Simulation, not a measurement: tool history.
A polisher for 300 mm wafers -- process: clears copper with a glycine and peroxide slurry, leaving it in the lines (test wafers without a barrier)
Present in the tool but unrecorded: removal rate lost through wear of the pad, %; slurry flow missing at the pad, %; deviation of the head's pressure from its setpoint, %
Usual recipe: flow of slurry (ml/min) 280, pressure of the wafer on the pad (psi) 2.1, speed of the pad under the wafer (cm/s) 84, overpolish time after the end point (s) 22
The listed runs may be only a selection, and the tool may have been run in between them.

| run | hour | flow of slurry (ml/min) | pressure of the wafer on the pad (psi) | speed of the pad under the wafer (cm/s) | overpolish time after the end point (s) | wafers since the last listed run | wafers polished on this pad | hours since the slurry nozzle was cleaned | hours since the head pressure was calibrated | incoming thickness of the incoming film, nm | time until the end point was called (s) | dishing of a wide line in a test structure (angstrom) |
|---|---|---|---|---|---|---|---|---|---|---|---|---|
| 1 | 0.0 | 280 | 2.1 | 84 | 22 | 0 | 260 | 634.1 | 1071.3 | 410.3 | 102.3 | 520 |
| 2 | 13.3 | 280 | 2.1 | 84 | 22 | 103 | 364 | 647.4 | 1084.6 | 411.1 | 100.8 | 514 |
| 3 | 41.4 | 280 | 2.1 | 60 | 22 | 218 | 582 | 675.5 | 1112.7 | 420.7 | 133.1 | 450 |
| 4 | 56.9 | 280 | 2.5 | 70 | 22 | 120 | 703 | 691.0 | 1128.2 | 408.8 | 106.4 | 512 |
| 5 | 79.7 | 280 | 2.1 | 84 | 22 | 177 | 881 | 713.8 | 1151.0 | 421.8 | 104.1 | 521 |
| 6 | 104.9 | 280 | 2.1 | 84 | 22 | 196 | 1077 | 739.0 | 1176.2 | 417.3 | 104.3 | 518 |
|  | 121.4 | worn pad replaced by a new one |
| 7 | 122.5 | 280 | 2.1 | 84 | 22 | 105 | 8 | 756.6 | 1193.8 | 412.9 | 102.6 | 513 |
| 8 | 151.6 | 280 | 2.1 | 84 | 22 | 226 | 234 | 785.7 | 1222.9 | 411.6 | 102.8 | 519 |
| 9 | 178.6 | 280 | 2.1 | 84 | 25 | 210 | 445 | 812.7 | 1249.9 | 415.2 | 102.0 | 562 |
| 10 | 194.5 | 280 | 2.1 | 84 | 25 | 123 | 568 | 828.6 | 1265.8 | 409.9 | 100.6 | 562 |
| 11 | 207.6 | 280 | 2.1 | 84 | 25 | 101 | 670 | 841.7 | 1278.9 | 413.8 | 102.5 | 567 |
| 12 | 242.2 | 280 | 2.1 | 84 | 22 | 269 | 940 | 876.3 | 1313.5 | 419.5 | 103.3 | 515 |
|  | 260.9 | head pressure recalibrated |
| 13 | 263.7 | 280 | 2.1 | 84 | 22 | 151 | 1091 | 897.8 | 2.8 | 415.0 | 104.2 | 525 |
|  | 284.7 | worn pad replaced by a new one |
| 14 | 292.6 | 280 | 2.1 | 84 | 22 | 193 | 61 | 926.7 | 31.7 | 417.4 | 103.7 | 517 |
| 15 | 318.8 | 280 | 2.1 | 84 | 15 | 203 | 265 | 952.9 | 57.9 | 415.3 | 101.7 | 395 |
|  | 334.0 | slurry nozzle cleaned |
| 16 | 402.2 | 230 | 1.8 | 84 | 34 | 641 | 906 | 68.2 | 141.3 | 419.0 | 116.0 | 635 |
| 17 | 421.8 | 280 | 2.3 | 104 | 17 | 152 | 1059 | 87.8 | 160.9 | 416.4 | 83.7 | 495 |
|  | 441.4 | worn pad replaced by a new one |
| 18 | 441.9 | 245 | 1.7 | 56 | 27 | 125 | 4 | 107.9 | 181.0 | 412.6 | 154.1 | 466 |
| 19 | 458.4 | 280 | 2.1 | 84 | 22 | 128 | 132 | 124.4 | 197.5 | 419.1 | 104.3 | 520 |
| 20 | 483.3 | 280 | 1.9 | 104 | 22 | 193 | 326 | 149.3 | 222.4 | 416.8 | 92.5 | 555 |
| 21 | 504.2 | 280 | 2.1 | 84 | 22 | 162 | 489 | 170.2 | 243.3 | 414.8 | 104.1 | 516 |
| 22 | 519.5 | 250 | 2.1 | 96 | 22 | 119 | 608 | 185.5 | 258.6 | 421.2 | 94.9 | 549 |
| 23 | 551.8 | 280 | 1.5 | 68 | 13 | 251 | 859 | 217.8 | 290.9 | 414.9 | 142.6 | 278 |
| 24 | 577.2 | 280 | 2.1 | 84 | 22 | 197 | 1057 | 243.2 | 316.3 | 415.9 | 104.4 | 519 |
|  | 592.3 | worn pad replaced by a new one |
| 25 | 596.0 | 315 | 1.7 | 68 | 25 | 115 | 28 | 262.0 | 335.1 | 420.6 | 135.5 | 494 |
| 26 | 612.4 | 280 | 2.1 | 84 | 22 | 127 | 156 | 278.4 | 351.5 | 412.7 | 102.5 | 525 |

For each run, what was the tool's unlogged condition?
removal rate lost through wear of the pad, %: 0 at every run
slurry flow missing at the pad, %: 0 at every run
deviation of the head's pressure from its setpoint, %: 0 at every run
